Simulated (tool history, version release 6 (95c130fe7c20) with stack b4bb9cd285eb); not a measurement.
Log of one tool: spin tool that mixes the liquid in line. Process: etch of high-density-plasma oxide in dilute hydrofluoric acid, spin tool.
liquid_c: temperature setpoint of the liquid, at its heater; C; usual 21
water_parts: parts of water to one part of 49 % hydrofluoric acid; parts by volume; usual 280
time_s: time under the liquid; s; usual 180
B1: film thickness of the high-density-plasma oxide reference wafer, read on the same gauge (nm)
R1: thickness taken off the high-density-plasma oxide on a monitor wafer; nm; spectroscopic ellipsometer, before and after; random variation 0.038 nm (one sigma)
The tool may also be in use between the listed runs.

run 1 hour=0 | liquid_c=18 water_parts=280 time_s=180 | B1=40.062 | R1=2.135
run 2 hour=70.6 | liquid_c=18 water_parts=280 time_s=180 | B1=40.044 | R1=2.172
run 3 hour=109.8 | liquid_c=18 water_parts=280 time_s=180 | B1=39.998 | R1=2.159
run 4 hour=168.4 | liquid_c=21 water_parts=280 time_s=180 | B1=40.022 | R1=2.435
run 5 hour=205.5 | liquid_c=20 water_parts=280 time_s=180 | B1=40.002 | R1=2.429
run 6 hour=269.4 | liquid_c=20 water_parts=280 time_s=180 | B1=40.022 | R1=2.471
run 7 hour=476 | liquid_c=20 water_parts=280 time_s=180 | B1=39.961 | R1=2.443
run 8 hour=500.5 | liquid_c=21 water_parts=280 time_s=180 | B1=40.013 | R1=2.438
-- hour=507.4 hydrofluoric acid flow meter replaced
run 9 hour=543.4 | liquid_c=21 water_parts=170 time_s=180 | B1=40.015 | R1=4.569
run 10 hour=590.3 | liquid_c=25.5 water_parts=280 time_s=115 | B1=39.989 | R1=1.838
-- hour=694.2 gauge calibrated
run 11 hour=724.9 | liquid_c=24 water_parts=380 time_s=85 | B1=40.017 | R1=0.874
run 12 hour=795.7 | liquid_c=21 water_parts=400 time_s=285 | B1=39.985 | R1=2.48
run 13 hour=842.6 | liquid_c=17 water_parts=160 time_s=70 | B1=39.95 | R1=1.713
run 14 hour=912.6 | liquid_c=22.5 water_parts=280 time_s=180 | B1=40.062 | R1=2.671
run 15 hour=974.4 | liquid_c=21 water_parts=280 time_s=180 | B1=40.005 | R1=2.571
run 16 hour=1000.3 | liquid_c=21 water_parts=280 time_s=180 | B1=39.979 | R1=2.522
run 17 hour=1025.5 | liquid_c=21 water_parts=280 time_s=180 | B1=39.99 | R1=2.582
-- hour=1028.3 thermometer replaced
run 18 hour=1058.4 | liquid_c=21 water_parts=345 time_s=180 | B1=39.946 | R1=1.78
run 19 hour=1118 | liquid_c=26 water_parts=315 time_s=110 | B1=40.002 | R1=1.482

Run 20 comes next. What will it give?
run 20 hour=1144.2 | liquid_c=21 water_parts=280 time_s=180 | B1=? | R1=?

B1: 40.004
R1: 2.328 nm
Without the tool's hidden state the same run would have given R1 2.287 nm.
